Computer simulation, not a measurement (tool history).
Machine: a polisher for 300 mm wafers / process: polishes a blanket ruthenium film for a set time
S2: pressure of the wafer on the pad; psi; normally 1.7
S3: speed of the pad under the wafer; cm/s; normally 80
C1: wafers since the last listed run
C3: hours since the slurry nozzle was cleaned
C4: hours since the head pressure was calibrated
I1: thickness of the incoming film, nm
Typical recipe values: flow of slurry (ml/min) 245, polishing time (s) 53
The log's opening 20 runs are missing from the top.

run 21 hour=1184.2 | flow_of_slurry_(ml/min)=245 S2=1.7 S3=80 polishing_time_(s)=42 | C1=516 wafers_polished_on_this_pad=1948 C3=784.7 C4=459.9 | I1=410.9 | film_removed_(nm)=32.7
run 22 hour=1218.4 | flow_of_slurry_(ml/min)=245 S2=1.7 S3=72 polishing_time_(s)=60 | C1=356 wafers_polished_on_this_pad=2305 C3=818.9 C4=494.1 | I1=409.1 | film_removed_(nm)=40.6
run 23 hour=1258.9 | flow_of_slurry_(ml/min)=325 S2=1.7 S3=80 polishing_time_(s)=38 | C1=422 wafers_polished_on_this_pad=2727 C3=859.4 C4=534.6 | I1=411.5 | film_removed_(nm)=30.2
-- hour=1289.3 slurry nozzle cleaned
run 24 hour=1310.8 | flow_of_slurry_(ml/min)=305 S2=1.7 S3=80 polishing_time_(s)=53 | C1=530 wafers_polished_on_this_pad=3258 C3=21.5 C4=586.5 | I1=410.3 | film_removed_(nm)=45.3
run 25 hour=1344.8 | flow_of_slurry_(ml/min)=245 S2=1.4 S3=80 polishing_time_(s)=53 | C1=354 wafers_polished_on_this_pad=3613 C3=55.5 C4=620.5 | I1=412 | film_removed_(nm)=35.9
run 26 hour=1408.2 | flow_of_slurry_(ml/min)=300 S2=1.7 S3=80 polishing_time_(s)=53 | C1=661 wafers_polished_on_this_pad=4274 C3=118.9 C4=683.9 | I1=409.9 | film_removed_(nm)=44
-- hour=1441.7 worn pad replaced by a new one
run 27 hour=1456.5 | flow_of_slurry_(ml/min)=245 S2=1.5 S3=80 polishing_time_(s)=53 | C1=462 wafers_polished_on_this_pad=154 C3=167.2 C4=732.2 | I1=408.6 | film_removed_(nm)=38.3
-- hour=1461.6 head pressure recalibrated
run 28 hour=1516.2 | flow_of_slurry_(ml/min)=175 S2=1.7 S3=80 polishing_time_(s)=53 | C1=601 wafers_polished_on_this_pad=756 C3=226.9 C4=54.6 | I1=406.8 | film_removed_(nm)=41
run 29 hour=1561.9 | flow_of_slurry_(ml/min)=220 S2=1.7 S3=80 polishing_time_(s)=53 | C1=476 wafers_polished_on_this_pad=1232 C3=272.6 C4=100.3 | I1=411.2 | film_removed_(nm)=43
run 30 hour=1605.3 | flow_of_slurry_(ml/min)=245 S2=1.7 S3=96 polishing_time_(s)=53 | C1=452 wafers_polished_on_this_pad=1685 C3=316 C4=143.7 | I1=406.8 | film_removed_(nm)=52.1
run 31 hour=1656.6 | flow_of_slurry_(ml/min)=245 S2=1.7 S3=80 polishing_time_(s)=53 | C1=535 wafers_polished_on_this_pad=2220 C3=367.3 C4=195 | I1=412.9 | film_removed_(nm)=43.3
run 32 hour=1696.2 | flow_of_slurry_(ml/min)=245 S2=1.7 S3=100 polishing_time_(s)=60 | C1=413 wafers_polished_on_this_pad=2633 C3=406.9 C4=234.6 | I1=415.4 | film_removed_(nm)=61.7
run 33 hour=1813.9 | flow_of_slurry_(ml/min)=245 S2=1.7 S3=60 polishing_time_(s)=53 | C1=1227 wafers_polished_on_this_pad=3861 C3=524.6 C4=352.3 | I1=403.5 | film_removed_(nm)=31.8
-- hour=1892.9 worn pad replaced by a new one
run 34 hour=2015.8 | flow_of_slurry_(ml/min)=245 S2=2 S3=80 polishing_time_(s)=69 | C1=2064 wafers_polished_on_this_pad=1281 C3=726.5 C4=554.2 | I1=413.7 | film_removed_(nm)=63.2
run 35 hour=2076.9 | flow_of_slurry_(ml/min)=245 S2=1.7 S3=80 polishing_time_(s)=53 | C1=637 wafers_polished_on_this_pad=1919 C3=787.6 C4=615.3 | I1=408 | film_removed_(nm)=40.7
-- hour=2106 head pressure recalibrated
run 36 hour=2128.8 | flow_of_slurry_(ml/min)=245 S2=1.7 S3=80 polishing_time_(s)=53 | C1=520 wafers_polished_on_this_pad=2439 C3=839.5 C4=22.8 | I1=406.5 | film_removed_(nm)=39.7

5 ways to go on from here, each from the tool as it stands after run 36. What would each give?
run A hour=2129.2 | flow_of_slurry_(ml/min)=245 S2=1.7 S3=80 polishing_time_(s)=53 | C1=4 wafers_polished_on_this_pad=2444 C3=839.9 C4=23.2 | I1=406 | film_removed_(nm)=?
run B hour=2129.2 | flow_of_slurry_(ml/min)=245 S2=1.2 S3=60 polishing_time_(s)=53 | C1=4 wafers_polished_on_this_pad=2444 C3=839.9 C4=23.2 | I1=406 | film_removed_(nm)=?
run C hour=2129.2 | flow_of_slurry_(ml/min)=245 S2=1.9 S3=80 polishing_time_(s)=58 | C1=4 wafers_polished_on_this_pad=2444 C3=839.9 C4=23.2 | I1=406 | film_removed_(nm)=?
run D hour=2129.2 | flow_of_slurry_(ml/min)=280 S2=1.9 S3=80 polishing_time_(s)=53 | C1=4 wafers_polished_on_this_pad=2444 C3=839.9 C4=23.2 | I1=406 | film_removed_(nm)=?
run E hour=2129.2 | flow_of_slurry_(ml/min)=160 S2=2 S3=62 polishing_time_(s)=68 | C1=4 wafers_polished_on_this_pad=2444 C3=839.9 C4=23.2 | I1=406 | film_removed_(nm)=?

run=A film_removed_(nm)=40.4
run=B film_removed_(nm)=21.4
run=C film_removed_(nm)=49.4
run=D film_removed_(nm)=46.3
run=E film_removed_(nm)=42.2
The same runs, with their run-to-run variation unchanged, on a tool lacking any hidden condition would have given:
run=A film_removed_(nm)=44
run=B film_removed_(nm)=23.3
run=C film_removed_(nm)=53.8
run=D film_removed_(nm)=49.9
run=E film_removed_(nm)=48.2
